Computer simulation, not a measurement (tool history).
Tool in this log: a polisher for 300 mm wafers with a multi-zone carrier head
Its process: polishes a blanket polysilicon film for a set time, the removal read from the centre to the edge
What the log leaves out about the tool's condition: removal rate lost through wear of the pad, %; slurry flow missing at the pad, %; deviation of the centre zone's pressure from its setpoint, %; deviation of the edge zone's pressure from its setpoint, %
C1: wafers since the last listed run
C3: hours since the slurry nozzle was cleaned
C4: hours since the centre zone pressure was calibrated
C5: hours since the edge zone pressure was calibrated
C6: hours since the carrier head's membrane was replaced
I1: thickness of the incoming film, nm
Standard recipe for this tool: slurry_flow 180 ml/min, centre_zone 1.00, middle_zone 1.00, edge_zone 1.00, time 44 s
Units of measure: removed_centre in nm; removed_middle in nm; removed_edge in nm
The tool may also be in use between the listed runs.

{"run": 1, "day": 0.0, "slurry_flow": 180, "centre_zone": 0.97, "middle_zone": 0.91, "edge_zone": 1.0, "time": 53, "C1": 0, "wafers polished on this pad": 79, "C3": 83.8, "C4": 310.0, "C5": 683.3, "C6": 1752.3, "I1": 2223.2, "removed_centre": 369.4, "removed_middle": 341.9, "removed_edge": 376.6}
{"run": 2, "day": 0.354, "slurry_flow": 180, "centre_zone": 1.0, "middle_zone": 1.0, "edge_zone": 1.0, "time": 44, "C1": 55, "wafers polished on this pad": 135, "C3": 92.3, "C4": 318.5, "C5": 691.8, "C6": 1760.8, "I1": 2263.9, "removed_centre": 313.4, "removed_middle": 304.2, "removed_edge": 309.9}
{"run": 3, "day": 1.096, "slurry_flow": 180, "centre_zone": 1.0, "middle_zone": 1.06, "edge_zone": 1.0, "time": 44, "C1": 116, "wafers polished on this pad": 251, "C3": 110.1, "C4": 336.3, "C5": 709.6, "C6": 1778.6, "I1": 2217.7, "removed_centre": 311.1, "removed_middle": 323.7, "removed_edge": 311.1}
{"day": 1.583, "done": "centre zone pressure recalibrated"}
{"run": 4, "day": 1.604, "slurry_flow": 165, "centre_zone": 1.0, "middle_zone": 1.0, "edge_zone": 0.94, "time": 44, "C1": 66, "wafers polished on this pad": 318, "C3": 122.3, "C4": 0.5, "C5": 721.8, "C6": 1790.8, "I1": 2230.0, "removed_centre": 308.8, "removed_middle": 303.7, "removed_edge": 302.7}
{"run": 5, "day": 2.067, "slurry_flow": 180, "centre_zone": 1.0, "middle_zone": 1.0, "edge_zone": 1.0, "time": 44, "C1": 72, "wafers polished on this pad": 390, "C3": 133.4, "C4": 11.6, "C5": 732.9, "C6": 1801.9, "I1": 2213.0, "removed_centre": 317.5, "removed_middle": 303.2, "removed_edge": 317.4}
{"day": 2.2, "done": "edge zone pressure recalibrated"}
{"run": 6, "day": 2.738, "slurry_flow": 145, "centre_zone": 1.0, "middle_zone": 0.88, "edge_zone": 0.95, "time": 44, "C1": 92, "wafers polished on this pad": 483, "C3": 149.5, "C4": 27.7, "C5": 12.9, "C6": 1818.0, "I1": 2249.0, "removed_centre": 305.3, "removed_middle": 270.9, "removed_edge": 300.4}
{"run": 7, "day": 3.188, "slurry_flow": 180, "centre_zone": 1.0, "middle_zone": 1.0, "edge_zone": 1.0, "time": 44, "C1": 70, "wafers polished on this pad": 553, "C3": 160.3, "C4": 38.5, "C5": 23.7, "C6": 1828.8, "I1": 2235.7, "removed_centre": 314.1, "removed_middle": 305.6, "removed_edge": 308.3}
{"run": 8, "day": 3.825, "slurry_flow": 180, "centre_zone": 1.0, "middle_zone": 1.0, "edge_zone": 1.0, "time": 44, "C1": 100, "wafers polished on this pad": 653, "C3": 175.6, "C4": 53.8, "C5": 39.0, "C6": 1844.1, "I1": 2222.5, "removed_centre": 315.0, "removed_middle": 306.7, "removed_edge": 312.7}
{"day": 4.1, "done": "worn pad replaced by a new one"}
{"run": 9, "day": 4.542, "slurry_flow": 180, "centre_zone": 1.0, "middle_zone": 1.0, "edge_zone": 1.0, "time": 44, "C1": 86, "wafers polished on this pad": 68, "C3": 192.8, "C4": 71.0, "C5": 56.2, "C6": 1861.3, "I1": 2256.6, "removed_centre": 311.9, "removed_middle": 318.0, "removed_edge": 308.9}
{"run": 10, "day": 5.283, "slurry_flow": 125, "centre_zone": 1.0, "middle_zone": 1.04, "edge_zone": 0.91, "time": 39, "C1": 116, "wafers polished on this pad": 185, "C3": 210.6, "C4": 88.8, "C5": 74.0, "C6": 1879.1, "I1": 2266.1, "removed_centre": 262.2, "removed_middle": 269.1, "removed_edge": 254.8}
{"run": 11, "day": 5.55, "slurry_flow": 180, "centre_zone": 1.1, "middle_zone": 1.07, "edge_zone": 0.93, "time": 31, "C1": 41, "wafers polished on this pad": 227, "C3": 217.0, "C4": 95.2, "C5": 80.4, "C6": 1885.5, "I1": 2215.5, "removed_centre": 242.0, "removed_middle": 226.7, "removed_edge": 212.4}
{"run": 12, "day": 5.908, "slurry_flow": 180, "centre_zone": 1.0, "middle_zone": 1.0, "edge_zone": 1.0, "time": 44, "C1": 56, "wafers polished on this pad": 283, "C3": 225.6, "C4": 103.8, "C5": 89.0, "C6": 1894.1, "I1": 2234.5, "removed_centre": 311.2, "removed_middle": 304.3, "removed_edge": 313.3}
{"run": 13, "day": 6.429, "slurry_flow": 180, "centre_zone": 1.1, "middle_zone": 1.0, "edge_zone": 1.0, "time": 44, "C1": 81, "wafers polished on this pad": 365, "C3": 238.1, "C4": 116.3, "C5": 101.5, "C6": 1906.6, "I1": 2253.3, "removed_centre": 350.0, "removed_middle": 312.5, "removed_edge": 306.0}
{"day": 7.1, "done": "carrier head's membrane replaced by a new one"}
{"day": 7.162, "done": "slurry nozzle cleaned"}
{"run": 14, "day": 7.183, "slurry_flow": 165, "centre_zone": 1.0, "middle_zone": 1.09, "edge_zone": 0.94, "time": 44, "C1": 79, "wafers polished on this pad": 444, "C3": 0.5, "C4": 134.4, "C5": 119.6, "C6": 2.0, "I1": 2220.1, "removed_centre": 307.8, "removed_middle": 331.6, "removed_edge": 301.3}
{"run": 15, "day": 7.821, "slurry_flow": 180, "centre_zone": 0.94, "middle_zone": 1.0, "edge_zone": 1.0, "time": 44, "C1": 100, "wafers polished on this pad": 544, "C3": 15.8, "C4": 149.7, "C5": 134.9, "C6": 17.3, "I1": 2232.1, "removed_centre": 296.7, "removed_middle": 304.9, "removed_edge": 313.4}
{"run": 16, "day": 8.671, "slurry_flow": 180, "centre_zone": 1.0, "middle_zone": 1.11, "edge_zone": 1.0, "time": 30, "C1": 133, "wafers polished on this pad": 677, "C3": 36.2, "C4": 170.1, "C5": 155.3, "C6": 37.7, "I1": 2221.5, "removed_centre": 212.2, "removed_middle": 233.3, "removed_edge": 210.8}
{"day": 9.179, "done": "worn pad replaced by a new one"}
{"run": 17, "day": 9.2, "slurry_flow": 130, "centre_zone": 1.0, "middle_zone": 1.0, "edge_zone": 1.0, "time": 44, "C1": 56, "wafers polished on this pad": 3, "C3": 48.9, "C4": 182.8, "C5": 168.0, "C6": 50.4, "I1": 2248.1, "removed_centre": 301.2, "removed_middle": 293.7, "removed_edge": 301.1}
{"run": 18, "day": 9.638, "slurry_flow": 225, "centre_zone": 1.0, "middle_zone": 1.0, "edge_zone": 1.0, "time": 44, "C1": 68, "wafers polished on this pad": 72, "C3": 59.4, "C4": 193.3, "C5": 178.5, "C6": 60.9, "I1": 2231.6, "removed_centre": 320.1, "removed_middle": 313.0, "removed_edge": 314.7}
{"run": 19, "day": 10.358, "slurry_flow": 180, "centre_zone": 1.0, "middle_zone": 1.0, "edge_zone": 1.0, "time": 44, "C1": 113, "wafers polished on this pad": 185, "C3": 76.7, "C4": 210.6, "C5": 195.8, "C6": 78.2, "I1": 2198.6, "removed_centre": 316.0, "removed_middle": 309.2, "removed_edge": 312.5}
{"run": 20, "day": 10.912, "slurry_flow": 180, "centre_zone": 1.0, "middle_zone": 1.0, "edge_zone": 0.89, "time": 38, "C1": 86, "wafers polished on this pad": 272, "C3": 90.0, "C4": 223.9, "C5": 209.1, "C6": 91.5, "I1": 2287.0, "removed_centre": 270.5, "removed_middle": 260.0, "removed_edge": 253.9}
{"run": 21, "day": 11.179, "slurry_flow": 180, "centre_zone": 1.0, "middle_zone": 1.0, "edge_zone": 0.95, "time": 44, "C1": 41, "wafers polished on this pad": 314, "C3": 96.4, "C4": 230.3, "C5": 215.5, "C6": 97.9, "I1": 2274.2, "removed_centre": 309.8, "removed_middle": 298.6, "removed_edge": 304.7}
{"run": 22, "day": 12.046, "slurry_flow": 180, "centre_zone": 1.0, "middle_zone": 1.0, "edge_zone": 1.08, "time": 44, "C1": 135, "wafers polished on this pad": 450, "C3": 117.2, "C4": 251.1, "C5": 236.3, "C6": 118.7, "I1": 2224.7, "removed_centre": 313.5, "removed_middle": 302.1, "removed_edge": 325.6}
{"run": 23, "day": 12.529, "slurry_flow": 180, "centre_zone": 1.0, "middle_zone": 1.0, "edge_zone": 1.0, "time": 44, "C1": 75, "wafers polished on this pad": 525, "C3": 128.8, "C4": 262.7, "C5": 247.9, "C6": 130.3, "I1": 2257.3, "removed_centre": 314.6, "removed_middle": 304.1, "removed_edge": 311.4}

How the hidden state differs across the entries between the runs, from the last listed run before each to the first after it:
Logged between run 3 and run 4: centre zone pressure recalibrated (day 1.583)
  no hidden state differs between the two runs
Logged between run 5 and run 6: edge zone pressure recalibrated (day 2.200)
  no hidden state differs between the two runs
Logged between run 8 and run 9: worn pad replaced by a new one (day 4.100)
  no hidden state differs between the two runs
Logged between run 13 and run 14: carrier head's membrane replaced by a new one (day 7.100); slurry nozzle cleaned (day 7.162)
  no hidden state differs between the two runs
Logged between run 16 and run 17: worn pad replaced by a new one (day 9.179)
  no hidden state differs between the two runs
